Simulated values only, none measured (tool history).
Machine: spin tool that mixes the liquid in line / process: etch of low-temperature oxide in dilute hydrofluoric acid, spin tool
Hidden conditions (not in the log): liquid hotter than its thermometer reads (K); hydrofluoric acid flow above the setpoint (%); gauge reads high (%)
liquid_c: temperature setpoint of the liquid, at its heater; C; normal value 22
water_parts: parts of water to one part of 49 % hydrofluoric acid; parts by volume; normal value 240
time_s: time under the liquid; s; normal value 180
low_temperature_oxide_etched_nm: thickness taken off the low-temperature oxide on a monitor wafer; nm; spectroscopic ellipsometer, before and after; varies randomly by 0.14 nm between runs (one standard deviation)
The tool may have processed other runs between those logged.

run	hour	liquid_c	water_parts	time_s	wafers since the last listed run	hours since the thermometer was replaced	hours since the hydrofluoric acid flow meter was replaced	hours since the gauge calibration	read-back film thickness of the low-temperature oxide reference wafer, read on the same gauge (nm)	low_temperature_oxide_etched_nm
1	0	22	240	180	0	637.2	566.9	151	40	15.89
2	39	22	240	180	422	676.2	605.9	190	40	15.56
3	91.2	22	240	180	564	728.4	658.1	242.2	39.98	15.53
4	136.2	22	240	180	486	773.4	703.1	287.2	40.01	15.65
5	188.4	22	240	180	564	825.6	755.3	339.4	39.98	15.5
6	231.6	25	240	230	467	868.8	798.5	382.6	40.01	22.42
7	287.9	25	240	230	609	925.1	854.8	438.9	40	22.34
# hour 315.1: hydrofluoric acid flow meter replaced
8	329.3	19.5	160	230	437	966.5	14.2	480.3	39.99	30.17
# hour 338.8: gauge calibrated
# hour 472.4: thermometer replaced
9	480.2	24.5	200	180	1622	7.8	165.1	141.4	40	20.46
10	550	23.5	240	220	755	77.6	234.9	211.2	40	19.46
11	603.7	22	350	150	581	131.3	288.6	264.9	39.98	7.81
12	630.3	22	240	180	287	157.9	315.2	291.5	40	15.16
13	699.8	22	240	210	752	227.4	384.7	361	39.99	17.64
14	730.5	26.5	240	85	332	258.1	415.4	391.7	40.02	8.47
15	773.1	22	240	180	460	300.7	458	434.3	40.03	15.37

Alternative continuations, all from the tool just after run 15; predict every row:
A	773.6	22	240	180	5	301.2	458.5	434.8	?	?
B	773.6	24	200	80	5	301.2	458.5	434.8	?	?
C	773.6	22	280	255	5	301.2	458.5	434.8	?	?
D	773.6	20	275	280	5	301.2	458.5	434.8	?	?

run	read-back film thickness of the low-temperature oxide reference wafer, read on the same gauge (nm)	low_temperature_oxide_etched_nm
A	39.99	15.22
B	39.99	9.11
C	39.99	17.77
D	39.99	18.57
Without the tool's hidden state the same runs would have given:
run	low_temperature_oxide_etched_nm
A	14.73
B	8.81
C	17.21
D	17.97

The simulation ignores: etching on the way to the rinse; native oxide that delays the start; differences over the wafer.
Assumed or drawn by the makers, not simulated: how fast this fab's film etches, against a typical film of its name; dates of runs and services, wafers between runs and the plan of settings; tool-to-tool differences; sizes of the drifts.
